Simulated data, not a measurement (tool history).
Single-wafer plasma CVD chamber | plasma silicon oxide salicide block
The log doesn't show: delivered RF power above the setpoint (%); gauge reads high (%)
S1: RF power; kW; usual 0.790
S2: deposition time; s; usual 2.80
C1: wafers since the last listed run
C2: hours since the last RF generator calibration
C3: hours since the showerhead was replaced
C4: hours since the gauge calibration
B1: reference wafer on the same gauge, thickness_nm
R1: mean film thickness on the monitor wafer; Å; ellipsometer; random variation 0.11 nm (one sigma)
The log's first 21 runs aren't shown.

| run | hour | S1 | S2 | C1 | C2 | C3 | C4 | B1 | R1 |
|---|---|---|---|---|---|---|---|---|---|
| 22 | 1913.9 | 0.910 | 2.54 | 4326 | 131.4 | 2876.6 | 1397.9 | 28.897 | 291.85 |
| 23 | 2015.2 | 0.730 | 2.26 | 5471 | 232.7 | 2977.9 | 1499.2 | 28.903 | 237.18 |
| 24 | 2064.8 | 0.790 | 2.80 | 2679 | 282.3 | 3027.5 | 1548.8 | 28.878 | 303.80 |
| 25 | 2111.3 | 0.830 | 2.44 | 2511 | 328.8 | 3074.0 | 1595.3 | 28.900 | 270.00 |
|  | 2191.6 | gauge calibrated |
| 26 | 2193.8 | 0.790 | 2.80 | 4456 | 411.3 | 3156.5 | 2.2 | 28.928 | 303.61 |
|  | 2222.3 | showerhead replaced |
| 27 | 2276.7 | 0.790 | 2.80 | 4045 | 494.2 | 54.4 | 85.1 | 28.895 | 301.47 |
| 28 | 2383.3 | 0.650 | 2.27 | 5758 | 600.8 | 161.0 | 191.7 | 28.893 | 224.72 |
| 29 | 2667.8 | 0.790 | 2.80 | 15367 | 885.3 | 445.5 | 476.2 | 28.907 | 299.68 |
| 30 | 2734.9 | 0.865 | 2.30 | 3624 | 952.4 | 512.6 | 543.3 | 28.909 | 256.80 |
| 31 | 2773.1 | 0.695 | 3.19 | 2063 | 990.6 | 550.8 | 581.5 | 28.855 | 324.33 |
| 32 | 2874.0 | 0.790 | 2.80 | 5450 | 1091.5 | 651.7 | 682.4 | 28.899 | 301.18 |
| 33 | 2927.6 | 0.790 | 2.80 | 2895 | 1145.1 | 705.3 | 736.0 | 28.891 | 298.86 |
| 34 | 2997.8 | 0.790 | 3.15 | 3791 | 1215.3 | 775.5 | 806.2 | 28.896 | 336.70 |
| 35 | 3039.1 | 0.890 | 3.05 | 2230 | 1256.6 | 816.8 | 847.5 | 28.892 | 342.43 |
| 36 | 3144.5 | 0.790 | 2.80 | 5693 | 1362.0 | 922.2 | 952.9 | 28.913 | 297.36 |
| 37 | 3225.4 | 0.835 | 2.80 | 4369 | 1442.9 | 1003.1 | 1033.8 | 28.916 | 305.49 |

Forecast each of these 3 alternatives for the next run:
| A | 3225.8 | 0.790 | 2.80 | 21 | 1443.3 | 1003.5 | 1034.2 | ? | ? |
| B | 3225.8 | 0.655 | 2.27 | 21 | 1443.3 | 1003.5 | 1034.2 | ? | ? |
| C | 3225.8 | 0.905 | 3.16 | 21 | 1443.3 | 1003.5 | 1034.2 | ? | ? |

| run | B1 | R1 |
|---|---|---|
| A | 28.958 | 297.93 |
| B | 28.958 | 223.90 |
| C | 28.958 | 354.28 |
Without the tool's hidden state the same runs would have given:
| run | R1 |
|---|---|
| A | 305.40 |
| B | 229.51 |
| C | 363.15 |
